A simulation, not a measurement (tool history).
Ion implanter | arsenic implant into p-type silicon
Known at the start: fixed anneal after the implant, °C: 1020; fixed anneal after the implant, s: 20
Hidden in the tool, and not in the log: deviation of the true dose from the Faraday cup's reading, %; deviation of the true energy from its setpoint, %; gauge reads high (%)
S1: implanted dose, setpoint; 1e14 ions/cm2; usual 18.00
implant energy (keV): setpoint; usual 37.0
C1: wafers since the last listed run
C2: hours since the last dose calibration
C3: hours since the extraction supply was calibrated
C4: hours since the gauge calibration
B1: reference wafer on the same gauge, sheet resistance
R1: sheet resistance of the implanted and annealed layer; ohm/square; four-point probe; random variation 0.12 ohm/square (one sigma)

run 1 day=0.000 | S1=18.00 implant_energy_(keV)=39.5 | C1=0 C2=2048.5 C3=2142.8 C4=6.6 | B1=89.73 | R1=81.72
run 2 day=0.350 | S1=18.00 implant_energy_(keV)=39.5 | C1=100 C2=2056.9 C3=2151.2 C4=15.0 | B1=89.69 | R1=81.68
run 3 day=0.992 | S1=18.00 implant_energy_(keV)=39.5 | C1=184 C2=2072.3 C3=2166.6 C4=30.4 | B1=89.68 | R1=81.74
run 4 day=1.312 | S1=18.00 implant_energy_(keV)=37.0 | C1=92 C2=2080.0 C3=2174.3 C4=38.1 | B1=89.72 | R1=83.38
run 5 day=1.667 | S1=18.00 implant_energy_(keV)=37.0 | C1=101 C2=2088.5 C3=2182.8 C4=46.6 | B1=89.78 | R1=83.18
run 6 day=1.971 | S1=18.00 implant_energy_(keV)=37.0 | C1=87 C2=2095.8 C3=2190.1 C4=53.9 | B1=89.69 | R1=83.42
run 7 day=3.029 | S1=18.00 implant_energy_(keV)=37.0 | C1=304 C2=2121.2 C3=2215.5 C4=79.3 | B1=89.68 | R1=83.24
run 8 day=3.375 | S1=18.00 implant_energy_(keV)=37.0 | C1=99 C2=2129.5 C3=2223.8 C4=87.6 | B1=89.70 | R1=83.49
-- day=3.808 Faraday cup replaced and dose calibrated
run 9 day=5.508 | S1=18.00 implant_energy_(keV)=37.0 | C1=517 C2=40.8 C3=2275.0 C4=138.8 | B1=89.73 | R1=81.86
run 10 day=5.958 | S1=18.00 implant_energy_(keV)=37.0 | C1=129 C2=51.6 C3=2285.8 C4=149.6 | B1=89.71 | R1=82.13
run 11 day=6.233 | S1=18.00 implant_energy_(keV)=37.0 | C1=79 C2=58.2 C3=2292.4 C4=156.2 | B1=89.71 | R1=82.21
run 12 day=6.629 | S1=18.00 implant_energy_(keV)=37.0 | C1=113 C2=67.7 C3=2301.9 C4=165.7 | B1=89.69 | R1=82.08
run 13 day=6.946 | S1=18.00 implant_energy_(keV)=37.0 | C1=91 C2=75.3 C3=2309.5 C4=173.3 | B1=89.65 | R1=82.07
run 14 day=7.338 | S1=18.00 implant_energy_(keV)=37.0 | C1=112 C2=84.7 C3=2318.9 C4=182.7 | B1=89.69 | R1=82.23
run 15 day=8.004 | S1=18.00 implant_energy_(keV)=37.0 | C1=191 C2=100.7 C3=2334.9 C4=198.7 | B1=89.71 | R1=82.27
run 16 day=8.483 | S1=18.00 implant_energy_(keV)=37.0 | C1=137 C2=112.2 C3=2346.4 C4=210.2 | B1=89.68 | R1=82.05
run 17 day=8.917 | S1=18.00 implant_energy_(keV)=30.5 | C1=124 C2=122.6 C3=2356.8 C4=220.6 | B1=89.74 | R1=87.33
run 18 day=9.638 | S1=20.66 implant_energy_(keV)=37.0 | C1=207 C2=139.9 C3=2374.1 C4=237.9 | B1=89.64 | R1=78.17
-- day=10.312 extraction supply calibrated
run 19 day=10.333 | S1=18.00 implant_energy_(keV)=37.0 | C1=104 C2=156.6 C3=0.5 C4=254.6 | B1=89.70 | R1=82.46
run 20 day=10.583 | S1=18.00 implant_energy_(keV)=37.0 | C1=71 C2=162.6 C3=6.5 C4=260.6 | B1=89.70 | R1=82.19
-- day=10.592 gauge calibrated
run 21 day=10.925 | S1=12.66 implant_energy_(keV)=33.0 | C1=98 C2=170.8 C3=14.7 C4=8.0 | B1=89.69 | R1=100.14
run 22 day=11.617 | S1=15.94 implant_energy_(keV)=30.0 | C1=198 C2=187.4 C3=31.3 C4=24.6 | B1=89.71 | R1=92.26
run 23 day=12.108 | S1=18.00 implant_energy_(keV)=37.0 | C1=141 C2=199.2 C3=43.1 C4=36.4 | B1=89.65 | R1=82.06
run 24 day=12.662 | S1=18.00 implant_energy_(keV)=37.0 | C1=159 C2=212.5 C3=56.4 C4=49.7 | B1=89.64 | R1=82.60
run 25 day=13.367 | S1=19.91 implant_energy_(keV)=25.5 | C1=202 C2=229.4 C3=73.3 C4=66.6 | B1=89.71 | R1=89.76
run 26 day=13.812 | S1=18.00 implant_energy_(keV)=26.5 | C1=128 C2=240.1 C3=84.0 C4=77.3 | B1=89.73 | R1=91.64
run 27 day=14.129 | S1=18.00 implant_energy_(keV)=37.0 | C1=91 C2=247.7 C3=91.6 C4=84.9 | B1=89.68 | R1=82.37
run 28 day=14.450 | S1=18.00 implant_energy_(keV)=37.0 | C1=92 C2=255.4 C3=99.3 C4=92.6 | B1=89.75 | R1=82.50
run 29 day=15.154 | S1=18.00 implant_energy_(keV)=37.0 | C1=202 C2=272.3 C3=116.2 C4=109.5 | B1=89.71 | R1=82.57
run 30 day=15.808 | S1=13.21 implant_energy_(keV)=45.5 | C1=188 C2=288.0 C3=131.9 C4=125.2 | B1=89.78 | R1=91.26
run 31 day=16.362 | S1=18.00 implant_energy_(keV)=37.0 | C1=159 C2=301.3 C3=145.2 C4=138.5 | B1=89.73 | R1=82.64
run 32 day=16.746 | S1=22.04 implant_energy_(keV)=47.5 | C1=110 C2=310.5 C3=154.4 C4=147.7 | B1=89.69 | R1=69.73
run 33 day=17.392 | S1=13.32 implant_energy_(keV)=37.0 | C1=185 C2=326.0 C3=169.9 C4=163.2 | B1=89.71 | R1=95.46
run 34 day=17.900 | S1=16.17 implant_energy_(keV)=37.0 | C1=146 C2=338.2 C3=182.1 C4=175.4 | B1=89.70 | R1=86.49
run 35 day=18.546 | S1=20.14 implant_energy_(keV)=42.0 | C1=185 C2=353.7 C3=197.6 C4=190.9 | B1=89.72 | R1=75.68
run 36 day=18.808 | S1=14.70 implant_energy_(keV)=41.5 | C1=75 C2=360.0 C3=203.9 C4=197.2 | B1=89.69 | R1=87.92
run 37 day=19.538 | S1=18.00 implant_energy_(keV)=47.0 | C1=209 C2=377.5 C3=221.4 C4=214.7 | B1=89.71 | R1=76.58
run 38 day=20.233 | S1=18.00 implant_energy_(keV)=37.0 | C1=200 C2=394.2 C3=238.1 C4=231.4 | B1=89.71 | R1=82.75

The same runs without the tool's hidden state, with the same run-to-run variation:
run=1 R1=79.98
run=2 R1=79.93
run=3 R1=79.99
run=4 R1=81.67
run=5 R1=81.48
run=6 R1=81.71
run=7 R1=81.54
run=8 R1=81.77
run=9 R1=81.47
run=10 R1=81.71
run=11 R1=81.77
run=12 R1=81.62
run=13 R1=81.59
run=14 R1=81.73
run=15 R1=81.74
run=16 R1=81.50
run=17 R1=86.79
run=18 R1=77.67
run=19 R1=81.80
run=20 R1=81.53
run=21 R1=99.04
run=22 R1=91.47
run=23 R1=81.33
run=24 R1=81.83
run=25 R1=89.17
run=26 R1=90.92
run=27 R1=81.55
run=28 R1=81.66
run=29 R1=81.70
run=30 R1=89.81
run=31 R1=81.72
run=32 R1=68.95
run=33 R1=93.98
run=34 R1=85.35
run=35 R1=74.77
run=36 R1=86.52
run=37 R1=75.43
run=38 R1=81.68
